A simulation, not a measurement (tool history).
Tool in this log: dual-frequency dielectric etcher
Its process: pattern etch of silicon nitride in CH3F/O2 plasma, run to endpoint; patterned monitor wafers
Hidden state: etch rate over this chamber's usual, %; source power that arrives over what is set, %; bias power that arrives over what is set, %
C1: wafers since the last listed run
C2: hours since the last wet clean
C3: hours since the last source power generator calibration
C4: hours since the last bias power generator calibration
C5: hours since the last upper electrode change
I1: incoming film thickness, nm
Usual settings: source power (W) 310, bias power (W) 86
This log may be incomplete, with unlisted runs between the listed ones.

Run 1, hour 0: usual settings; C1 0; C2 288.2; C3 1514.8; C4 4426; C5 3540.1; I1 106.7. Result: endpoint time (s) 131.5.
Run 2, hour 22.7: usual settings; C1 197; C2 310.9; C3 1537.5; C4 4448.7; C5 3562.8; I1 107.6. Result: endpoint time (s) 129.
Run 3, hour 38.9: usual settings; C1 141; C2 327.1; C3 1553.7; C4 4464.9; C5 3579; I1 107.9. Result: endpoint time (s) 129.4.
Run 4, hour 70.6: usual settings; C1 276; C2 358.8; C3 1585.4; C4 4496.6; C5 3610.7; I1 107.3. Result: endpoint time (s) 130.8.
Run 5, hour 87.2: usual settings; C1 144; C2 375.4; C3 1602; C4 4513.2; C5 3627.3; I1 107.3. Result: endpoint time (s) 131.8.
Run 6, hour 102.7: usual settings; C1 135; C2 390.9; C3 1617.5; C4 4528.7; C5 3642.8; I1 107.6. Result: endpoint time (s) 132.2.
Run 7, hour 126.7: usual settings but bias power (W) 101; C1 209; C2 414.9; C3 1641.5; C4 4552.7; C5 3666.8; I1 106.8. Result: endpoint time (s) 120.5.
Run 8, hour 160.3: usual settings but bias power (W) 101; C1 293; C2 448.5; C3 1675.1; C4 4586.3; C5 3700.4; I1 106.8. Result: endpoint time (s) 122.4.
Run 9, hour 182: usual settings; C1 189; C2 470.2; C3 1696.8; C4 4608; C5 3722.1; I1 107.5. Result: endpoint time (s) 131.8.
At hour 194.2: bias power generator calibrated.
At hour 240.7: wet clean of the chamber.
At hour 242.6: source power generator calibrated.
Run 10, hour 264: usual settings; C1 455; C2 23.3; C3 21.4; C4 69.8; C5 3804.1; I1 107.1. Result: endpoint time (s) 127.6.
Run 11, hour 290.4: usual settings; C1 230; C2 49.7; C3 47.8; C4 96.2; C5 3830.5; I1 107.3. Result: endpoint time (s) 127.8.
At hour 319.2: upper electrode replaced.
Run 12, hour 319.7: usual settings but source power (W) 240, bias power (W) 79; C1 46; C2 79; C3 77.1; C4 125.5; C5 0.5; I1 108.8. Result: endpoint time (s) 150.5.
Run 13, hour 325.8: usual settings; C1 53; C2 85.1; C3 83.2; C4 131.6; C5 6.6; I1 107.8. Result: endpoint time (s) 128.2.
Run 14, hour 359.9: usual settings; C1 297; C2 119.2; C3 117.3; C4 165.7; C5 40.7; I1 108.4. Result: endpoint time (s) 130.5.
Run 15, hour 385.3: usual settings; C1 221; C2 144.6; C3 142.7; C4 191.1; C5 66.1; I1 106.9. Result: endpoint time (s) 128.4.
Run 16, hour 403.3: usual settings but source power (W) 370, bias power (W) 99; C1 157; C2 162.6; C3 160.7; C4 209.1; C5 84.1; I1 107.2. Result: endpoint time (s) 112.5.
Run 17, hour 419.2: usual settings but bias power (W) 77; C1 138; C2 178.5; C3 176.6; C4 225; C5 100; I1 106.8. Result: endpoint time (s) 135.7.
Run 18, hour 454.8: usual settings but source power (W) 230, bias power (W) 75; C1 310; C2 214.1; C3 212.2; C4 260.6; C5 135.6; I1 107.9. Result: endpoint time (s) 157.8.
Run 19, hour 476.5: usual settings but source power (W) 370, bias power (W) 94; C1 189; C2 235.8; C3 233.9; C4 282.3; C5 157.3; I1 107.3. Result: endpoint time (s) 115.5.
Run 20, hour 491.8: usual settings but bias power (W) 93; C1 133; C2 251.1; C3 249.2; C4 297.6; C5 172.6; I1 107.8. Result: endpoint time (s) 126.1.
Run 21, hour 527.6: usual settings; C1 312; C2 286.9; C3 285; C4 333.4; C5 208.4; I1 107.9. Result: endpoint time (s) 130.5.
Run 22, hour 541.8: usual settings but source power (W) 390; C1 123; C2 301.1; C3 299.2; C4 347.6; C5 222.6; I1 106.1. Result: endpoint time (s) 118.3.

Below are 5 alternative next runs, each starting from the tool's condition after run 22. Predict each:
Run A, hour 542.3: usual settings but source power (W) 240; C1 4; C2 301.6; C3 299.7; C4 348.1; C5 223.1; I1 106.4. Result: endpoint time (s) ?.
Run B, hour 542.3: usual settings but source power (W) 360, bias power (W) 96; C1 4; C2 301.6; C3 299.7; C4 348.1; C5 223.1; I1 106.4. Result: endpoint time (s) ?.
Run C, hour 542.3: usual settings but source power (W) 250; C1 4; C2 301.6; C3 299.7; C4 348.1; C5 223.1; I1 106.4. Result: endpoint time (s) ?.
Run D, hour 542.3: usual settings but source power (W) 360; C1 4; C2 301.6; C3 299.7; C4 348.1; C5 223.1; I1 106.4. Result: endpoint time (s) ?.
Run E, hour 542.3: usual settings but bias power (W) 65; C1 4; C2 301.6; C3 299.7; C4 348.1; C5 223.1; I1 106.4. Result: endpoint time (s) ?.

run  endpoint time (s)
  A              144.8
  B              116.5
  C              142.4
  D              122.7
  E              149.4
The same runs, with their run-to-run variation unchanged, on a tool lacking any hidden condition would have given:
run  endpoint time (s)
  A              139.1
  B              111.9
  C              136.8
  D              117.9
  E              143.5
